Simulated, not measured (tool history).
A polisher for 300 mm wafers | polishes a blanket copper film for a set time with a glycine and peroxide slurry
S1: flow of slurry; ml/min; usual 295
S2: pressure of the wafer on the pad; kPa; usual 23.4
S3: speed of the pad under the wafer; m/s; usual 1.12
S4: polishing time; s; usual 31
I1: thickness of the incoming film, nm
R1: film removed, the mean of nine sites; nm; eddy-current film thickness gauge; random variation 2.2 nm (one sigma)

run,hour,S1,S2,S3,S4,I1,R1
1,0.0,295,23.4,1.12,31,1633.4,202.9
2,28.6,295,23.4,1.12,31,1642.6,197.2
3,41.1,295,23.4,1.12,31,1664.8,199.9
4,54.1,295,17.2,1.42,31,1664.1,186.5
5,73.5,295,17.2,1.42,31,1659.7,188.3
6,96.8,295,23.4,1.12,31,1626.2,199.5
# hour 107.4: worn pad replaced by a new one
7,132.2,295,23.4,1.12,31,1637.0,200.5
8,154.3,295,23.4,1.12,31,1657.0,202.0
9,183.9,295,21.4,1.12,31,1662.5,184.7
10,211.5,295,21.4,1.12,31,1651.1,187.9
11,226.0,295,21.4,1.12,31,1687.8,185.0
# hour 247.9: worn pad replaced by a new one
12,257.9,380,23.4,1.12,31,1651.5,203.0
13,274.6,380,23.4,1.12,31,1629.1,210.7
14,295.4,295,23.4,1.12,25,1633.6,164.2
15,327.7,295,23.4,1.12,25,1637.1,165.5
16,355.4,295,23.4,1.12,26,1693.6,173.6

Run 17 comes next. What will it give?
# hour 364.7: head pressure recalibrated
17,382.7,295,26.2,0.96,31,1671.5,?

{"run 17": {"R1": 187.8}}
Without the tool's hidden state the same run would have given R1 185.3 nm.
